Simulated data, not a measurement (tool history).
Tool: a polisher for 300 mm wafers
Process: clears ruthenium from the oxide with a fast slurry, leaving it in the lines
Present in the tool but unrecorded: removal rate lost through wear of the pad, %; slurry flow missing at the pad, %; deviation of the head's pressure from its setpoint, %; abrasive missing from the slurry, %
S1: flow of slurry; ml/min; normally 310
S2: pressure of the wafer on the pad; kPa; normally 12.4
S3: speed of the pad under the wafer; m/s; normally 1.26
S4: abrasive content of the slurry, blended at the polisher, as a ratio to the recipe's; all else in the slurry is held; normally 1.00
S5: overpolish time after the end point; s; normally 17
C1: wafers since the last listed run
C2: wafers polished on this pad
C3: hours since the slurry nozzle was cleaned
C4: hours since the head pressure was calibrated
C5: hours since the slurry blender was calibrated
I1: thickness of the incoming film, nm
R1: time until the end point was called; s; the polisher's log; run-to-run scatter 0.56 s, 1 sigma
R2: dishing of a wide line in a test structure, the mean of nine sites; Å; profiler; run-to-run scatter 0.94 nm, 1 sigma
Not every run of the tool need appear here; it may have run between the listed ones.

{"run": 1, "hour": 0.0, "S1": 310, "S2": 12.4, "S3": 1.26, "S4": 1.0, "S5": 17, "C1": 0, "C2": 576, "C3": 417.0, "C4": 894.8, "C5": 78.5, "I1": 151.7, "R1": 39.2, "R2": 477}
{"run": 2, "hour": 27.5, "S1": 390, "S2": 12.4, "S3": 1.26, "S4": 1.0, "S5": 17, "C1": 161, "C2": 737, "C3": 444.5, "C4": 922.3, "C5": 106.0, "I1": 148.5, "R1": 40.2, "R2": 466}
{"hour": 62.5, "done": "worn pad replaced by a new one"}
{"run": 3, "hour": 73.2, "S1": 390, "S2": 12.4, "S3": 1.26, "S4": 1.0, "S5": 17, "C1": 244, "C2": 62, "C3": 490.2, "C4": 968.0, "C5": 151.7, "I1": 149.5, "R1": 37.2, "R2": 483}
{"run": 4, "hour": 106.1, "S1": 390, "S2": 12.4, "S3": 1.26, "S4": 1.0, "S5": 17, "C1": 192, "C2": 255, "C3": 523.1, "C4": 1000.9, "C5": 184.6, "I1": 150.8, "R1": 38.5, "R2": 517}
{"hour": 120.7, "done": "slurry blender recalibrated"}
{"run": 5, "hour": 121.2, "S1": 310, "S2": 12.4, "S3": 1.26, "S4": 1.0, "S5": 17, "C1": 76, "C2": 332, "C3": 538.2, "C4": 1016.0, "C5": 0.5, "I1": 148.2, "R1": 38.3, "R2": 501}
{"run": 6, "hour": 155.7, "S1": 310, "S2": 12.4, "S3": 1.26, "S4": 1.0, "S5": 17, "C1": 202, "C2": 534, "C3": 572.7, "C4": 1050.5, "C5": 35.0, "I1": 153.0, "R1": 40.4, "R2": 498}
{"run": 7, "hour": 174.3, "S1": 310, "S2": 12.4, "S3": 1.26, "S4": 1.0, "S5": 17, "C1": 108, "C2": 643, "C3": 591.3, "C4": 1069.1, "C5": 53.6, "I1": 150.9, "R1": 39.5, "R2": 482}
{"run": 8, "hour": 209.7, "S1": 310, "S2": 12.4, "S3": 1.26, "S4": 1.0, "S5": 17, "C1": 207, "C2": 850, "C3": 626.7, "C4": 1104.5, "C5": 89.0, "I1": 149.8, "R1": 41.2, "R2": 468}
{"hour": 226.7, "done": "worn pad replaced by a new one"}
{"hour": 244.7, "done": "head pressure recalibrated"}
{"run": 9, "hour": 255.3, "S1": 310, "S2": 12.4, "S3": 1.26, "S4": 1.0, "S5": 17, "C1": 231, "C2": 155, "C3": 672.3, "C4": 10.6, "C5": 134.6, "I1": 149.2, "R1": 39.9, "R2": 515}
{"run": 10, "hour": 287.7, "S1": 310, "S2": 12.4, "S3": 1.26, "S4": 1.0, "S5": 17, "C1": 189, "C2": 345, "C3": 704.7, "C4": 43.0, "C5": 167.0, "I1": 148.3, "R1": 39.6, "R2": 491}
{"hour": 306.8, "done": "slurry blender recalibrated"}
{"run": 11, "hour": 316.1, "S1": 310, "S2": 12.4, "S3": 1.26, "S4": 1.0, "S5": 17, "C1": 154, "C2": 500, "C3": 733.1, "C4": 71.4, "C5": 9.3, "I1": 150.2, "R1": 40.1, "R2": 486}
{"run": 12, "hour": 330.2, "S1": 310, "S2": 12.4, "S3": 1.26, "S4": 1.0, "S5": 17, "C1": 82, "C2": 582, "C3": 747.2, "C4": 85.5, "C5": 23.4, "I1": 152.4, "R1": 40.4, "R2": 494}
{"run": 13, "hour": 360.9, "S1": 310, "S2": 12.4, "S3": 1.26, "S4": 1.25, "S5": 24, "C1": 179, "C2": 762, "C3": 777.9, "C4": 116.2, "C5": 54.1, "I1": 151.6, "R1": 38.9, "R2": 681}
{"hour": 378.5, "done": "slurry nozzle cleaned"}
{"hour": 388.3, "done": "worn pad replaced by a new one"}
{"run": 14, "hour": 390.8, "S1": 310, "S2": 12.4, "S3": 1.26, "S4": 0.85, "S5": 14, "C1": 145, "C2": 14, "C3": 12.3, "C4": 146.1, "C5": 84.0, "I1": 148.4, "R1": 41.0, "R2": 385}
{"run": 15, "hour": 424.1, "S1": 310, "S2": 12.4, "S3": 1.26, "S4": 1.0, "S5": 17, "C1": 195, "C2": 209, "C3": 45.6, "C4": 179.4, "C5": 117.3, "I1": 149.8, "R1": 39.3, "R2": 486}
{"run": 16, "hour": 452.8, "S1": 310, "S2": 13.8, "S3": 1.26, "S4": 1.1, "S5": 17, "C1": 168, "C2": 378, "C3": 74.3, "C4": 208.1, "C5": 146.0, "I1": 149.5, "R1": 34.9, "R2": 548}
{"run": 17, "hour": 471.0, "S1": 340, "S2": 12.4, "S3": 1.26, "S4": 0.85, "S5": 17, "C1": 106, "C2": 484, "C3": 92.5, "C4": 226.3, "C5": 164.2, "I1": 147.5, "R1": 40.5, "R2": 476}
{"run": 18, "hour": 501.9, "S1": 380, "S2": 9.0, "S3": 1.26, "S4": 1.0, "S5": 17, "C1": 180, "C2": 665, "C3": 123.4, "C4": 257.2, "C5": 195.1, "I1": 150.9, "R1": 55.7, "R2": 379}
{"hour": 512.3, "done": "slurry blender recalibrated"}
{"run": 19, "hour": 561.6, "S1": 280, "S2": 15.9, "S3": 1.42, "S4": 1.0, "S5": 17, "C1": 337, "C2": 1003, "C3": 183.1, "C4": 316.9, "C5": 49.3, "I1": 151.7, "R1": 30.9, "R2": 618}
{"run": 20, "hour": 577.6, "S1": 255, "S2": 12.4, "S3": 1.26, "S4": 1.0, "S5": 17, "C1": 93, "C2": 1097, "C3": 199.1, "C4": 332.9, "C5": 65.3, "I1": 147.8, "R1": 42.4, "R2": 436}
{"hour": 585.8, "done": "worn pad replaced by a new one"}
{"run": 21, "hour": 613.6, "S1": 310, "S2": 12.4, "S3": 1.26, "S4": 1.0, "S5": 17, "C1": 187, "C2": 162, "C3": 235.1, "C4": 368.9, "C5": 101.3, "I1": 150.2, "R1": 39.7, "R2": 504}
{"run": 22, "hour": 630.8, "S1": 420, "S2": 12.4, "S3": 1.58, "S4": 0.75, "S5": 17, "C1": 100, "C2": 263, "C3": 252.3, "C4": 386.1, "C5": 118.5, "I1": 152.8, "R1": 35.7, "R2": 554}
{"run": 23, "hour": 655.9, "S1": 310, "S2": 12.4, "S3": 1.52, "S4": 1.25, "S5": 17, "C1": 147, "C2": 410, "C3": 277.4, "C4": 411.2, "C5": 143.6, "I1": 150.7, "R1": 31.5, "R2": 603}
{"run": 24, "hour": 675.2, "S1": 280, "S2": 15.9, "S3": 1.42, "S4": 1.0, "S5": 17, "C1": 113, "C2": 523, "C3": 296.7, "C4": 430.5, "C5": 162.9, "I1": 149.8, "R1": 29.2, "R2": 643}
{"hour": 684.2, "done": "slurry blender recalibrated"}
{"run": 25, "hour": 706.7, "S1": 275, "S2": 14.5, "S3": 1.12, "S4": 1.0, "S5": 13, "C1": 172, "C2": 696, "C3": 328.2, "C4": 462.0, "C5": 22.5, "I1": 150.7, "R1": 38.9, "R2": 393}
{"run": 26, "hour": 731.2, "S1": 390, "S2": 12.4, "S3": 1.26, "S4": 1.0, "S5": 17, "C1": 143, "C2": 839, "C3": 352.7, "C4": 486.5, "C5": 47.0, "I1": 149.3, "R1": 39.9, "R2": 485}
{"hour": 765.8, "done": "worn pad replaced by a new one"}
{"run": 27, "hour": 766.5, "S1": 310, "S2": 11.0, "S3": 1.46, "S4": 1.0, "S5": 11, "C1": 183, "C2": 4, "C3": 388.0, "C4": 521.8, "C5": 82.3, "I1": 152.4, "R1": 39.0, "R2": 342}
{"run": 28, "hour": 782.3, "S1": 310, "S2": 12.4, "S3": 1.26, "S4": 0.7, "S5": 17, "C1": 92, "C2": 96, "C3": 403.8, "C4": 537.6, "C5": 98.1, "I1": 147.2, "R1": 43.3, "R2": 446}

What if the next run were any one of these 4? Each begins from the tool's condition after run 28:
{"run": "A", "hour": 782.7, "S1": 310, "S2": 12.4, "S3": 1.26, "S4": 1.0, "S5": 17, "C1": 2, "C2": 99, "C3": 404.2, "C4": 538.0, "C5": 98.5, "I1": 149.5, "R1": "?", "R2": "?"}
{"run": "B", "hour": 782.7, "S1": 310, "S2": 12.4, "S3": 0.94, "S4": 0.8, "S5": 23, "C1": 2, "C2": 99, "C3": 404.2, "C4": 538.0, "C5": 98.5, "I1": 149.5, "R1": "?", "R2": "?"}
{"run": "C", "hour": 782.7, "S1": 355, "S2": 12.4, "S3": 1.26, "S4": 1.0, "S5": 17, "C1": 2, "C2": 99, "C3": 404.2, "C4": 538.0, "C5": 98.5, "I1": 149.5, "R1": "?", "R2": "?"}
{"run": "D", "hour": 782.7, "S1": 230, "S2": 15.9, "S3": 0.82, "S4": 1.0, "S5": 17, "C1": 2, "C2": 99, "C3": 404.2, "C4": 538.0, "C5": 98.5, "I1": 149.5, "R1": "?", "R2": "?"}

run=A R1=39.5 R2=498
run=B R1=53.9 R2=494
run=C R1=39.0 R2=503
run=D R1=44.9 R2=445
With the hidden condition removed and each run's random variation left untouched, the same runs would have given:
run=A R1=39.3 R2=501
run=B R1=53.6 R2=497
run=C R1=38.8 R2=506
run=D R1=44.6 R2=447

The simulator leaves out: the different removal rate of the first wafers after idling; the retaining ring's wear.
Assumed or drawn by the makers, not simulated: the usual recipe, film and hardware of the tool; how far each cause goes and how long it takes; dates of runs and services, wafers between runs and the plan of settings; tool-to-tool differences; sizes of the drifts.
